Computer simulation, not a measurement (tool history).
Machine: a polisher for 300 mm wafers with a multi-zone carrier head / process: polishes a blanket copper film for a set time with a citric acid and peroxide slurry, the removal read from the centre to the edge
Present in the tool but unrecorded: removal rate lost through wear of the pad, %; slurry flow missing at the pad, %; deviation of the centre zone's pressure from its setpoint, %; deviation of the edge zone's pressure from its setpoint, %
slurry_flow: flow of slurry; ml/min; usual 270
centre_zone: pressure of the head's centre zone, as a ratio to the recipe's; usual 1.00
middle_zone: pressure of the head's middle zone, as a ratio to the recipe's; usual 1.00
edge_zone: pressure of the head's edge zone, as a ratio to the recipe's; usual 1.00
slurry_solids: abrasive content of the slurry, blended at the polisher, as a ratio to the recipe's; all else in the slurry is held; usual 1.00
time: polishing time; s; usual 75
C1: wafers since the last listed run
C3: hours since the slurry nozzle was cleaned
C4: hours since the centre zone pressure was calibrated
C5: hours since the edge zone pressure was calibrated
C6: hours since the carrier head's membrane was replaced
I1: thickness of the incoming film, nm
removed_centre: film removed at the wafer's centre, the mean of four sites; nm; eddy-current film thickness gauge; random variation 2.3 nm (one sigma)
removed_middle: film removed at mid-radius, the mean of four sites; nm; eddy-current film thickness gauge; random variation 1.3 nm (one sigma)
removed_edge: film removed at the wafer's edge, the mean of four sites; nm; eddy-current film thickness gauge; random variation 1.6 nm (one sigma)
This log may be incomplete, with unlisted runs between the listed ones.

run 1 hour=0.0 | slurry_flow=270 centre_zone=1.00 middle_zone=1.00 edge_zone=1.00 slurry_solids=1.00 time=75 | C1=0 wafers_polished_on_this_pad=1279 C3=831.3 C4=671.8 C5=965.0 C6=910.3 | I1=1132.9 | removed_centre=149.7 removed_middle=146.0 removed_edge=143.1
run 2 hour=15.2 | slurry_flow=270 centre_zone=1.05 middle_zone=1.00 edge_zone=1.00 slurry_solids=1.00 time=75 | C1=233 wafers_polished_on_this_pad=1512 C3=846.5 C4=687.0 C5=980.2 C6=925.5 | I1=1114.3 | removed_centre=152.0 removed_middle=143.2 removed_edge=136.2
run 3 hour=34.0 | slurry_flow=270 centre_zone=1.05 middle_zone=1.00 edge_zone=1.00 slurry_solids=1.00 time=75 | C1=288 wafers_polished_on_this_pad=1800 C3=865.3 C4=705.8 C5=999.0 C6=944.3 | I1=1144.3 | removed_centre=147.7 removed_middle=140.9 removed_edge=138.9
-- hour=39.2 worn pad replaced by a new one
run 4 hour=62.2 | slurry_flow=270 centre_zone=1.00 middle_zone=1.00 edge_zone=1.00 slurry_solids=1.10 time=75 | C1=371 wafers_polished_on_this_pad=353 C3=893.5 C4=734.0 C5=1027.2 C6=972.5 | I1=1137.7 | removed_centre=155.0 removed_middle=156.2 removed_edge=152.8
run 5 hour=83.1 | slurry_flow=270 centre_zone=1.00 middle_zone=1.00 edge_zone=1.00 slurry_solids=1.10 time=75 | C1=320 wafers_polished_on_this_pad=673 C3=914.4 C4=754.9 C5=1048.1 C6=993.4 | I1=1118.0 | removed_centre=153.8 removed_middle=159.5 removed_edge=152.4
run 6 hour=103.5 | slurry_flow=270 centre_zone=1.00 middle_zone=1.00 edge_zone=0.93 slurry_solids=1.00 time=75 | C1=312 wafers_polished_on_this_pad=986 C3=934.8 C4=775.3 C5=1068.5 C6=1013.8 | I1=1130.6 | removed_centre=149.4 removed_middle=149.8 removed_edge=140.4
-- hour=110.9 slurry nozzle cleaned
-- hour=190.1 worn pad replaced by a new one
run 7 hour=204.3 | slurry_flow=270 centre_zone=1.00 middle_zone=1.00 edge_zone=0.93 slurry_solids=1.00 time=75 | C1=1469 wafers_polished_on_this_pad=218 C3=93.4 C4=876.1 C5=1169.3 C6=1114.6 | I1=1130.1 | removed_centre=158.5 removed_middle=154.7 removed_edge=146.6
run 8 hour=216.7 | slurry_flow=270 centre_zone=1.00 middle_zone=1.00 edge_zone=0.93 slurry_solids=1.00 time=75 | C1=190 wafers_polished_on_this_pad=408 C3=105.8 C4=888.5 C5=1181.7 C6=1127.0 | I1=1127.4 | removed_centre=153.9 removed_middle=155.7 removed_edge=148.0
run 9 hour=247.1 | slurry_flow=270 centre_zone=1.00 middle_zone=1.00 edge_zone=1.00 slurry_solids=1.00 time=75 | C1=466 wafers_polished_on_this_pad=874 C3=136.2 C4=918.9 C5=1212.1 C6=1157.4 | I1=1131.4 | removed_centre=152.4 removed_middle=153.3 removed_edge=148.7
run 10 hour=263.1 | slurry_flow=270 centre_zone=1.00 middle_zone=1.00 edge_zone=1.00 slurry_solids=1.00 time=75 | C1=245 wafers_polished_on_this_pad=1120 C3=152.2 C4=934.9 C5=1228.1 C6=1173.4 | I1=1117.6 | removed_centre=148.6 removed_middle=150.7 removed_edge=148.3
-- hour=272.7 centre zone pressure recalibrated
-- hour=285.9 edge zone pressure recalibrated
run 11 hour=290.3 | slurry_flow=270 centre_zone=1.00 middle_zone=1.00 edge_zone=0.91 slurry_solids=1.00 time=75 | C1=355 wafers_polished_on_this_pad=1475 C3=179.4 C4=17.6 C5=4.4 C6=1200.6 | I1=1129.8 | removed_centre=147.4 removed_middle=149.4 removed_edge=139.3
-- hour=315.4 worn pad replaced by a new one
run 12 hour=315.9 | slurry_flow=270 centre_zone=1.00 middle_zone=1.00 edge_zone=1.00 slurry_solids=1.00 time=75 | C1=331 wafers_polished_on_this_pad=8 C3=205.0 C4=43.2 C5=30.0 C6=1226.2 | I1=1106.4 | removed_centre=149.7 removed_middle=152.0 removed_edge=151.3
run 13 hour=326.4 | slurry_flow=270 centre_zone=1.05 middle_zone=1.00 edge_zone=1.00 slurry_solids=1.00 time=75 | C1=161 wafers_polished_on_this_pad=169 C3=215.5 C4=53.7 C5=40.5 C6=1236.7 | I1=1108.5 | removed_centre=161.0 removed_middle=153.7 removed_edge=148.9
run 14 hour=354.0 | slurry_flow=270 centre_zone=1.00 middle_zone=1.00 edge_zone=1.00 slurry_solids=1.00 time=75 | C1=423 wafers_polished_on_this_pad=592 C3=243.1 C4=81.3 C5=68.1 C6=1264.3 | I1=1149.6 | removed_centre=155.9 removed_middle=153.8 removed_edge=149.6
run 15 hour=389.0 | slurry_flow=270 centre_zone=1.00 middle_zone=1.00 edge_zone=1.00 slurry_solids=1.00 time=75 | C1=536 wafers_polished_on_this_pad=1129 C3=278.1 C4=116.3 C5=103.1 C6=1299.3 | I1=1129.8 | removed_centre=146.9 removed_middle=148.5 removed_edge=143.0
-- hour=408.2 carrier head's membrane replaced by a new one
run 16 hour=410.8 | slurry_flow=245 centre_zone=1.00 middle_zone=1.08 edge_zone=1.00 slurry_solids=1.00 time=75 | C1=257 wafers_polished_on_this_pad=1386 C3=299.9 C4=138.1 C5=124.9 C6=2.6 | I1=1142.2 | removed_centre=145.0 removed_middle=152.9 removed_edge=139.6
-- hour=438.6 worn pad replaced by a new one
run 17 hour=445.6 | slurry_flow=270 centre_zone=1.00 middle_zone=1.00 edge_zone=1.00 slurry_solids=1.00 time=75 | C1=472 wafers_polished_on_this_pad=106 C3=334.7 C4=172.9 C5=159.7 C6=37.4 | I1=1142.5 | removed_centre=152.0 removed_middle=155.5 removed_edge=151.4
run 18 hour=470.0 | slurry_flow=270 centre_zone=1.00 middle_zone=1.00 edge_zone=1.07 slurry_solids=1.00 time=75 | C1=374 wafers_polished_on_this_pad=481 C3=359.1 C4=197.3 C5=184.1 C6=61.8 | I1=1127.1 | removed_centre=154.7 removed_middle=155.9 removed_edge=157.4
run 19 hour=504.9 | slurry_flow=270 centre_zone=1.00 middle_zone=0.90 edge_zone=1.00 slurry_solids=1.00 time=98 | C1=535 wafers_polished_on_this_pad=1016 C3=394.0 C4=232.2 C5=219.0 C6=96.7 | I1=1124.6 | removed_centre=199.9 removed_middle=181.2 removed_edge=191.2
run 20 hour=517.2 | slurry_flow=270 centre_zone=1.00 middle_zone=0.97 edge_zone=0.97 slurry_solids=1.00 time=75 | C1=188 wafers_polished_on_this_pad=1204 C3=406.3 C4=244.5 C5=231.3 C6=109.0 | I1=1152.1 | removed_centre=149.3 removed_middle=144.6 removed_edge=145.1
run 21 hour=532.5 | slurry_flow=270 centre_zone=0.96 middle_zone=1.00 edge_zone=0.95 slurry_solids=1.15 time=75 | C1=234 wafers_polished_on_this_pad=1439 C3=421.6 C4=259.8 C5=246.6 C6=124.3 | I1=1131.3 | removed_centre=144.6 removed_middle=155.1 removed_edge=146.6
run 22 hour=554.8 | slurry_flow=205 centre_zone=0.94 middle_zone=1.00 edge_zone=1.00 slurry_solids=1.25 time=75 | C1=341 wafers_polished_on_this_pad=1781 C3=443.9 C4=282.1 C5=268.9 C6=146.6 | I1=1123.9 | removed_centre=136.3 removed_middle=147.4 removed_edge=143.2

Each row is a separate what-if for the run after 22, all from the same tool condition, not one after another. Results?
run A hour=555.2 | slurry_flow=270 centre_zone=1.00 middle_zone=1.00 edge_zone=1.08 slurry_solids=1.00 time=75 | C1=6 wafers_polished_on_this_pad=1787 C3=444.3 C4=282.5 C5=269.3 C6=147.0 | I1=1136.8 | removed_centre=? removed_middle=? removed_edge=?
run B hour=555.2 | slurry_flow=270 centre_zone=1.00 middle_zone=1.08 edge_zone=1.00 slurry_solids=1.30 time=75 | C1=6 wafers_polished_on_this_pad=1787 C3=444.3 C4=282.5 C5=269.3 C6=147.0 | I1=1136.8 | removed_centre=? removed_middle=? removed_edge=?
run C hour=555.2 | slurry_flow=270 centre_zone=1.00 middle_zone=0.90 edge_zone=1.00 slurry_solids=1.00 time=75 | C1=6 wafers_polished_on_this_pad=1787 C3=444.3 C4=282.5 C5=269.3 C6=147.0 | I1=1136.8 | removed_centre=? removed_middle=? removed_edge=?

run=A removed_centre=142.4 removed_middle=145.1 removed_edge=144.7
run=B removed_centre=153.8 removed_middle=167.3 removed_edge=150.3
run=C removed_centre=142.3 removed_middle=132.9 removed_edge=139.5
Stripped of hidden state, with their random variation kept, the same runs would have yielded:
run=A removed_centre=153.7 removed_middle=156.6 removed_edge=156.2
run=B removed_centre=166.0 removed_middle=180.6 removed_edge=162.2
run=C removed_centre=153.6 removed_middle=143.4 removed_edge=150.6
